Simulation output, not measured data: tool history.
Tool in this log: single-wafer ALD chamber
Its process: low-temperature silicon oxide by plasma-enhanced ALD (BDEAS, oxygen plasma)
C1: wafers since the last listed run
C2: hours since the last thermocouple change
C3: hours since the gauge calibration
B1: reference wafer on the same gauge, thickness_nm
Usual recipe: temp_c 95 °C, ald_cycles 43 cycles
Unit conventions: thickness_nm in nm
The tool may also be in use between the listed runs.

run 1 hour=0.0 | temp_c=95 ald_cycles=43 | C1=0 C2=1302.9 C3=244.6 | B1=5.988 | thickness_nm=6.788
run 2 hour=53.3 | temp_c=95 ald_cycles=43 | C1=310 C2=1356.2 C3=297.9 | B1=5.993 | thickness_nm=6.810
run 3 hour=153.3 | temp_c=95 ald_cycles=43 | C1=583 C2=1456.2 C3=397.9 | B1=5.986 | thickness_nm=6.742
run 4 hour=207.0 | temp_c=95 ald_cycles=43 | C1=313 C2=1509.9 C3=451.6 | B1=5.991 | thickness_nm=6.751
run 5 hour=287.0 | temp_c=95 ald_cycles=43 | C1=466 C2=1589.9 C3=531.6 | B1=5.991 | thickness_nm=6.804
run 6 hour=390.4 | temp_c=95 ald_cycles=43 | C1=602 C2=1693.3 C3=635.0 | B1=5.992 | thickness_nm=6.750
run 7 hour=440.2 | temp_c=91 ald_cycles=43 | C1=290 C2=1743.1 C3=684.8 | B1=5.988 | thickness_nm=6.837
run 8 hour=484.7 | temp_c=95 ald_cycles=43 | C1=259 C2=1787.6 C3=729.3 | B1=5.990 | thickness_nm=6.741
run 9 hour=556.1 | temp_c=95 ald_cycles=43 | C1=416 C2=1859.0 C3=800.7 | B1=5.990 | thickness_nm=6.756
run 10 hour=635.7 | temp_c=95 ald_cycles=43 | C1=464 C2=1938.6 C3=880.3 | B1=5.994 | thickness_nm=6.743
run 11 hour=692.1 | temp_c=95 ald_cycles=43 | C1=328 C2=1995.0 C3=936.7 | B1=5.989 | thickness_nm=6.726
run 12 hour=738.7 | temp_c=84 ald_cycles=43 | C1=271 C2=2041.6 C3=983.3 | B1=5.987 | thickness_nm=6.986
run 13 hour=820.0 | temp_c=84 ald_cycles=43 | C1=474 C2=2122.9 C3=1064.6 | B1=5.995 | thickness_nm=6.979
-- hour=988.1 thermocouple changed; heater temperature recalibrated
run 14 hour=1083.0 | temp_c=103 ald_cycles=43 | C1=1487 C2=94.9 C3=1327.6 | B1=5.994 | thickness_nm=6.673
run 15 hour=1386.3 | temp_c=95 ald_cycles=43 | C1=1768 C2=398.2 C3=1630.9 | B1=5.989 | thickness_nm=6.832
run 16 hour=1426.4 | temp_c=95 ald_cycles=43 | C1=233 C2=438.3 C3=1671.0 | B1=5.989 | thickness_nm=6.805
run 17 hour=1514.3 | temp_c=95 ald_cycles=39 | C1=512 C2=526.2 C3=1758.9 | B1=5.992 | thickness_nm=6.156
run 18 hour=1564.0 | temp_c=81 ald_cycles=47 | C1=289 C2=575.9 C3=1808.6 | B1=5.991 | thickness_nm=7.758
run 19 hour=1639.8 | temp_c=102 ald_cycles=39 | C1=442 C2=651.7 C3=1884.4 | B1=5.993 | thickness_nm=6.033
run 20 hour=1733.8 | temp_c=100 ald_cycles=43 | C1=548 C2=745.7 C3=1978.4 | B1=5.990 | thickness_nm=6.694
run 21 hour=1808.6 | temp_c=95 ald_cycles=43 | C1=436 C2=820.5 C3=2053.2 | B1=5.993 | thickness_nm=6.802

What will run 22 give?
run 22 hour=1855.9 | temp_c=87 ald_cycles=49 | C1=275 C2=867.8 C3=2100.5 | B1=? | thickness_nm=?

{"run 22": {"B1": 5.996, "thickness_nm": 7.936}}
With no hidden state in the tool, this same run would have given thickness_nm 7.994 nm.

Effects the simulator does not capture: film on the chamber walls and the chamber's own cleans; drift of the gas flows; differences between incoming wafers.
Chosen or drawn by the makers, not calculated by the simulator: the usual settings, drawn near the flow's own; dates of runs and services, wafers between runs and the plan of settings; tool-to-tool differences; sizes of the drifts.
